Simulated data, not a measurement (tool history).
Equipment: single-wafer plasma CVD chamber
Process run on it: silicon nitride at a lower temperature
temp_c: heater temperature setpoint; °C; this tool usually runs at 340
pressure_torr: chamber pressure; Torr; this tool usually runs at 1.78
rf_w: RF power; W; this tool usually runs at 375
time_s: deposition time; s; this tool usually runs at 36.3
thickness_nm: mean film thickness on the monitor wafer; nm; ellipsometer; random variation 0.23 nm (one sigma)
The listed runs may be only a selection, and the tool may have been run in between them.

run,hour,temp_c,pressure_torr,rf_w,time_s,"read-back reference wafer on the same gauge, thickness_nm",thickness_nm
1,0,340,1.78,375,36.3,50.803,48.168
# hour 14.4: gauge calibrated
2,77.7,340,1.78,320,36.3,50.951,43.998
# hour 118.7: thermocouple changed; heater temperature recalibrated
# hour 129.4: RF generator calibrated
3,132.1,340,1.78,320,36.3,50.93,46.11
4,233.2,340,1.78,320,36.3,50.924,46.451
5,341.1,329,1.78,375,36.3,50.933,49.686
6,410.2,329,1.78,375,36.3,50.889,49.65
7,456.3,340,2.03,375,36.3,50.949,50.56
8,515,330,1.78,405,36.3,50.983,51.064
9,560.3,340,1.78,405,36.3,50.971,50.829
10,657.4,340,1.56,305,36.3,50.853,43.013
11,696.3,354,1.36,345,30.9,50.942,37.287
12,768.9,340,1.78,375,30.9,50.897,41.421
# hour 865.4: capacitance manometer re-zeroed and calibrated
13,867.4,326,1.78,410,36.3,50.927,50.607
14,945.4,328,1.78,430,36.3,50.91,51.871
15,1011.5,340,1.78,375,36.3,50.821,47.636
# hour 1031.2: RF generator calibrated
# hour 1063.2: thermocouple changed; heater temperature recalibrated
16,1063.7,326,1.78,375,36.3,50.875,50.233

Forecast run 17:
17,1153,340,2.03,375,36.3,?,?

read-back reference wafer on the same gauge, thickness_nm: 50.933
thickness_nm: 50.73 nm
On a tool with no hidden condition, and with the same random variation, this run would have come out at thickness_nm 51.02 nm.

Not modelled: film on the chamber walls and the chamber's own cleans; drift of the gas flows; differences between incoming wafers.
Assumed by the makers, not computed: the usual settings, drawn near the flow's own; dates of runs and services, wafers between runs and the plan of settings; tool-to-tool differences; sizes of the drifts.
